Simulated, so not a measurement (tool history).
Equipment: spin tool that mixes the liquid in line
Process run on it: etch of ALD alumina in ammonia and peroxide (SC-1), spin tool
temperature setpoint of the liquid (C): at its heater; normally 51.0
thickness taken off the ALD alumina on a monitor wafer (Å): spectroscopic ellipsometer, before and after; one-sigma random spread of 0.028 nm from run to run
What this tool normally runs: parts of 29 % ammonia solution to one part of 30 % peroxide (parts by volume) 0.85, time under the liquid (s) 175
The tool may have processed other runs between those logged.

| run | hour | temperature setpoint of the liquid (C) | parts of 29 % ammonia solution to one part of 30 % peroxide (parts by volume) | time under the liquid (s) | wafers since the last listed run | hours since the thermometer was replaced | hours since the ammonia flow meter was replaced | hours since the heated supply line was repaired | hours since the drum of ammonia solution was connected | hours since the gauge calibration | read-back film thickness of the ALD alumina reference wafer, read on the same gauge (nm) | thickness taken off the ALD alumina on a monitor wafer (Å) |
|---|---|---|---|---|---|---|---|---|---|---|---|---|
| 1 | 0.0 | 51.0 | 1.05 | 175 | 0 | 4.7 | 1118.5 | 2827.5 | 928.5 | 1056.0 | 49.99 | 70.0 |
|  | 6.5 | new drum of ammonia solution connected |
| 2 | 144.7 | 51.0 | 1.05 | 175 | 713 | 149.4 | 1263.2 | 2972.2 | 138.2 | 1200.7 | 50.02 | 69.7 |
| 3 | 173.9 | 51.0 | 0.85 | 175 | 145 | 178.6 | 1292.4 | 3001.4 | 167.4 | 1229.9 | 50.02 | 67.7 |
| 4 | 242.1 | 51.0 | 0.85 | 175 | 338 | 246.8 | 1360.6 | 3069.6 | 235.6 | 1298.1 | 50.01 | 68.6 |
| 5 | 287.1 | 51.0 | 0.85 | 130 | 223 | 291.8 | 1405.6 | 3114.6 | 280.6 | 1343.1 | 50.01 | 50.7 |
| 6 | 355.8 | 51.0 | 0.85 | 175 | 341 | 360.5 | 1474.3 | 3183.3 | 349.3 | 1411.8 | 49.95 | 67.7 |
|  | 375.2 | ammonia flow meter replaced |
| 7 | 392.4 | 51.0 | 0.50 | 115 | 176 | 397.1 | 17.2 | 3219.9 | 385.9 | 1448.4 | 49.99 | 42.4 |
| 8 | 452.4 | 54.5 | 0.85 | 175 | 297 | 457.1 | 77.2 | 3279.9 | 445.9 | 1508.4 | 49.98 | 82.2 |
| 9 | 516.0 | 51.0 | 0.85 | 175 | 315 | 520.7 | 140.8 | 3343.5 | 509.5 | 1572.0 | 49.99 | 68.2 |
| 10 | 550.4 | 51.0 | 0.85 | 120 | 170 | 555.1 | 175.2 | 3377.9 | 543.9 | 1606.4 | 49.99 | 46.5 |
|  | 564.9 | gauge calibrated |
| 11 | 602.0 | 42.5 | 1.05 | 110 | 256 | 606.7 | 226.8 | 3429.5 | 595.5 | 37.1 | 49.99 | 26.8 |
|  | 768.9 | heated supply line repaired |
| 12 | 809.0 | 51.0 | 0.85 | 175 | 1023 | 813.7 | 433.8 | 40.1 | 802.5 | 244.1 | 49.99 | 71.8 |
| 13 | 864.9 | 51.0 | 0.85 | 175 | 277 | 869.6 | 489.7 | 96.0 | 858.4 | 300.0 | 49.98 | 72.2 |
| 14 | 895.9 | 56.0 | 0.70 | 175 | 153 | 900.6 | 520.7 | 127.0 | 889.4 | 331.0 | 49.98 | 92.3 |
| 15 | 944.8 | 51.0 | 0.85 | 175 | 242 | 949.5 | 569.6 | 175.9 | 938.3 | 379.9 | 50.05 | 71.9 |
| 16 | 984.5 | 56.0 | 0.85 | 175 | 197 | 989.2 | 609.3 | 215.6 | 978.0 | 419.6 | 50.01 | 93.7 |
| 17 | 1009.7 | 51.0 | 0.85 | 225 | 125 | 1014.4 | 634.5 | 240.8 | 1003.2 | 444.8 | 49.97 | 92.5 |
|  | 1034.1 | new drum of ammonia solution connected |
| 18 | 1075.9 | 51.0 | 0.85 | 175 | 323 | 1080.6 | 700.7 | 307.0 | 41.8 | 511.0 | 49.99 | 71.5 |
| 19 | 1109.8 | 51.0 | 1.00 | 175 | 168 | 1114.5 | 734.6 | 340.9 | 75.7 | 544.9 | 50.00 | 72.4 |
|  | 1117.7 | thermometer replaced |
| 20 | 1152.8 | 51.0 | 0.85 | 175 | 208 | 35.1 | 777.6 | 383.9 | 118.7 | 587.9 | 50.02 | 72.1 |
| 21 | 1202.9 | 58.5 | 0.85 | 175 | 248 | 85.2 | 827.7 | 434.0 | 168.8 | 638.0 | 50.01 | 106.6 |
| 22 | 1232.8 | 51.0 | 0.85 | 75 | 148 | 115.1 | 857.6 | 463.9 | 198.7 | 667.9 | 50.02 | 30.6 |
| 23 | 1270.8 | 43.0 | 0.85 | 175 | 188 | 153.1 | 895.6 | 501.9 | 236.7 | 705.9 | 49.98 | 45.5 |
| 24 | 1306.2 | 42.0 | 1.00 | 70 | 175 | 188.5 | 931.0 | 537.3 | 272.1 | 741.3 | 50.01 | 17.4 |

5 ways to go on from here, each from the tool as it stands after run 24. What would each give?
| A | 1306.7 | 51.0 | 0.85 | 175 | 2 | 189.0 | 931.5 | 537.8 | 272.6 | 741.8 | ? | ? |
| B | 1306.7 | 47.0 | 0.70 | 175 | 2 | 189.0 | 931.5 | 537.8 | 272.6 | 741.8 | ? | ? |
| C | 1306.7 | 51.0 | 0.60 | 270 | 2 | 189.0 | 931.5 | 537.8 | 272.6 | 741.8 | ? | ? |
| D | 1306.7 | 51.0 | 0.85 | 115 | 2 | 189.0 | 931.5 | 537.8 | 272.6 | 741.8 | ? | ? |
| E | 1306.7 | 42.0 | 0.50 | 205 | 2 | 189.0 | 931.5 | 537.8 | 272.6 | 741.8 | ? | ? |

| run | read-back film thickness of the ALD alumina reference wafer, read on the same gauge (nm) | thickness taken off the ALD alumina on a monitor wafer (Å) |
|---|---|---|
| A | 50.00 | 71.3 |
| B | 50.00 | 56.1 |
| C | 50.00 | 106.4 |
| D | 50.00 | 46.8 |
| E | 50.00 | 47.8 |
Stripped of hidden state, with their random variation kept, the same runs would have yielded:
| run | thickness taken off the ALD alumina on a monitor wafer (Å) |
|---|---|
| A | 72.4 |
| B | 56.9 |
| C | 108.1 |
| D | 47.6 |
| E | 48.5 |

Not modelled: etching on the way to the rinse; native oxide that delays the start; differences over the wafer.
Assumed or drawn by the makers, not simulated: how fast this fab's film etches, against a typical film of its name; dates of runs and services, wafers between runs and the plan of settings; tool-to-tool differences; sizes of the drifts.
